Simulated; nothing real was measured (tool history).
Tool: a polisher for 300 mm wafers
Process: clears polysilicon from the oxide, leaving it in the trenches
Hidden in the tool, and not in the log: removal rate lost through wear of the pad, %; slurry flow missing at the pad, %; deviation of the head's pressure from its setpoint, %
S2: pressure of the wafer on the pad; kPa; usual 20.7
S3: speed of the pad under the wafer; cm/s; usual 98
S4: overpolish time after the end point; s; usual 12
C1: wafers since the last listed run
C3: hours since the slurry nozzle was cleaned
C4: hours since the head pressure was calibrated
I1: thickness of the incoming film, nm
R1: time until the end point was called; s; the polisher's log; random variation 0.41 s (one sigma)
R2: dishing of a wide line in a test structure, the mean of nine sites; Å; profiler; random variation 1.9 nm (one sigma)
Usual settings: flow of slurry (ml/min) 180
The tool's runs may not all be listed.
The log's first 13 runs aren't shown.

{"run": 14, "hour": 321.3, "flow of slurry (ml/min)": 180, "S2": 20.7, "S3": 130, "S4": 12, "C1": 269, "wafers polished on this pad": 508, "C3": 564.6, "C4": 294.5, "I1": 354.9, "R1": 17.9, "R2": 869}
{"run": 15, "hour": 351.1, "flow of slurry (ml/min)": 120, "S2": 25.5, "S3": 118, "S4": 18, "C1": 377, "wafers polished on this pad": 885, "C3": 594.4, "C4": 324.3, "I1": 364.6, "R1": 18.1, "R2": 902}
{"run": 16, "hour": 369.3, "flow of slurry (ml/min)": 210, "S2": 25.5, "S3": 64, "S4": 18, "C1": 230, "wafers polished on this pad": 1116, "C3": 612.6, "C4": 342.5, "I1": 358.2, "R1": 29.7, "R2": 837}
{"run": 17, "hour": 388.9, "flow of slurry (ml/min)": 145, "S2": 26.9, "S3": 98, "S4": 12, "C1": 248, "wafers polished on this pad": 1364, "C3": 632.2, "C4": 362.1, "I1": 361.7, "R1": 19.7, "R2": 846}
{"hour": 404.0, "done": "slurry nozzle cleaned"}
{"run": 18, "hour": 406.4, "flow of slurry (ml/min)": 240, "S2": 20.7, "S3": 116, "S4": 17, "C1": 208, "wafers polished on this pad": 1573, "C3": 2.4, "C4": 379.6, "I1": 363.1, "R1": 21.3, "R2": 884}
{"run": 19, "hour": 426.9, "flow of slurry (ml/min)": 180, "S2": 20.7, "S3": 80, "S4": 12, "C1": 259, "wafers polished on this pad": 1832, "C3": 22.9, "C4": 400.1, "I1": 354.8, "R1": 32.2, "R2": 703}
{"run": 20, "hour": 448.1, "flow of slurry (ml/min)": 180, "S2": 20.7, "S3": 98, "S4": 17, "C1": 268, "wafers polished on this pad": 2101, "C3": 44.1, "C4": 421.3, "I1": 359.7, "R1": 26.5, "R2": 869}
{"run": 21, "hour": 464.8, "flow of slurry (ml/min)": 180, "S2": 18.6, "S3": 98, "S4": 12, "C1": 211, "wafers polished on this pad": 2312, "C3": 60.8, "C4": 438, "I1": 353.3, "R1": 29.2, "R2": 737}
{"run": 22, "hour": 493.3, "flow of slurry (ml/min)": 180, "S2": 15.9, "S3": 98, "S4": 12, "C1": 360, "wafers polished on this pad": 2673, "C3": 89.3, "C4": 466.5, "I1": 358.9, "R1": 34.8, "R2": 687}
{"hour": 515.8, "done": "worn pad replaced by a new one"}
{"run": 23, "hour": 516.3, "flow of slurry (ml/min)": 180, "S2": 20.7, "S3": 98, "S4": 12, "C1": 240, "wafers polished on this pad": 6, "C3": 112.3, "C4": 489.5, "I1": 361.6, "R1": 26.9, "R2": 790}
{"run": 24, "hour": 545.6, "flow of slurry (ml/min)": 180, "S2": 20.7, "S3": 98, "S4": 12, "C1": 371, "wafers polished on this pad": 377, "C3": 141.6, "C4": 518.8, "I1": 352.5, "R1": 26.7, "R2": 765}
{"run": 25, "hour": 578.6, "flow of slurry (ml/min)": 180, "S2": 20.7, "S3": 98, "S4": 12, "C1": 417, "wafers polished on this pad": 795, "C3": 174.6, "C4": 551.8, "I1": 359, "R1": 27, "R2": 752}
{"run": 26, "hour": 605.2, "flow of slurry (ml/min)": 180, "S2": 20.7, "S3": 116, "S4": 12, "C1": 336, "wafers polished on this pad": 1132, "C3": 201.2, "C4": 578.4, "I1": 355.5, "R1": 23.9, "R2": 831}
{"hour": 618.2, "done": "slurry nozzle cleaned, repeated, since the last time left the tool worse"}
{"run": 27, "hour": 628.7, "flow of slurry (ml/min)": 180, "S2": 20.7, "S3": 98, "S4": 12, "C1": 284, "wafers polished on this pad": 1417, "C3": 10.5, "C4": 601.9, "I1": 360.6, "R1": 22.5, "R2": 816}
{"run": 28, "hour": 645.7, "flow of slurry (ml/min)": 205, "S2": 27.6, "S3": 118, "S4": 12, "C1": 215, "wafers polished on this pad": 1632, "C3": 27.5, "C4": 618.9, "I1": 361.9, "R1": 14, "R2": 883}
{"run": 29, "hour": 673.5, "flow of slurry (ml/min)": 140, "S2": 20.7, "S3": 98, "S4": 6, "C1": 352, "wafers polished on this pad": 1984, "C3": 55.3, "C4": 646.7, "I1": 359.3, "R1": 23.7, "R2": 579}

Forecast run 30:
{"run": 30, "hour": 690.2, "flow of slurry (ml/min)": 180, "S2": 20.7, "S3": 98, "S4": 12, "C1": 211, "wafers polished on this pad": 2196, "C3": 72, "C4": 663.4, "I1": 354.7, "R1": "?", "R2": "?"}

R1: 22.8 s
R2: 812 Å
Without the tool's hidden state the same run would have given R1 22.6 s, R2 814 Å.
